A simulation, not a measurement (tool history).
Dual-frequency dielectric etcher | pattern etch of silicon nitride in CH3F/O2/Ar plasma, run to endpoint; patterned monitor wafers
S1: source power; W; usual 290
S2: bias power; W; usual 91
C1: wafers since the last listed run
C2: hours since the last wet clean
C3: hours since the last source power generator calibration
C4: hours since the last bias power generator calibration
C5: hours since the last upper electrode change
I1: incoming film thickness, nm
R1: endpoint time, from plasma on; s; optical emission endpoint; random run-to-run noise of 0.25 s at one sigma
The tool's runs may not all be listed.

run   hour   S1   S2    C1     C2      C3      C4      C5    I1    R1
  1    0.0  330   91     0  375.2  2973.0  2431.9  2104.9  56.9  77.8
      22.9  -- wet clean of the chamber
  2   26.3  330   91    51    3.4  2999.3  2458.2  2131.2  57.2  80.1
  3  120.5  330   91  1410   97.6  3093.5  2552.4  2225.4  57.0  78.9
  4  182.0  290   91   921  159.1  3155.0  2613.9  2286.9  56.2  81.3
  5  208.2  290   91   392  185.3  3181.2  2640.1  2313.1  56.5  81.2
     219.1  -- source power generator calibrated
  6  245.9  290   91   504  223.0    26.8  2677.8  2350.8  56.9  81.3
  7  285.5  290   91   593  262.6    66.4  2717.4  2390.4  56.7  81.0
  8  325.3  350   91   596  302.4   106.2  2757.2  2430.2  56.4  75.8
     401.2  -- bias power generator calibrated
     409.8  -- wet clean of the chamber
  9  410.3  230   81  1084    0.5   191.2     9.1  2515.2  57.2  92.1
     435.8  -- upper electrode replaced
 10  462.2  340   69   417   52.4   243.1    61.0    26.4  57.0  85.0
 11  487.9  290   81   384   78.1   268.8    86.7    52.1  56.8  85.6
 12  514.1  290   91   392  104.3   295.0   112.9    78.3  56.7  82.3
 13  541.0  220   98   402  131.2   321.9   139.8   105.2  56.5  86.9
 14  565.5  330  104   366  155.7   346.4   164.3   129.7  56.4  74.9
 15  654.0  340   69  1325  244.2   434.9   252.8   218.2  57.0  83.9

5 ways to go on from here, each from the tool as it stands after run 15. What would each give?
  A  654.4  230   91   5  244.6  435.3  253.2  218.6  56.9   ?
  B  654.4  230   70   5  244.6  435.3  253.2  218.6  56.9   ?
  C  654.4  260   97   5  244.6  435.3  253.2  218.6  56.9   ?
  D  654.4  250  100   5  244.6  435.3  253.2  218.6  56.9   ?
  E  654.4  240   80   5  244.6  435.3  253.2  218.6  56.9   ?

run    R1
  A  87.3
  B  93.9
  C  82.7
  D  82.9
  E  89.4
The same runs, with their run-to-run variation unchanged, on a tool lacking any hidden condition would have given:
run    R1
  A  89.0
  B  95.6
  C  84.2
  D  84.5
  E  91.1
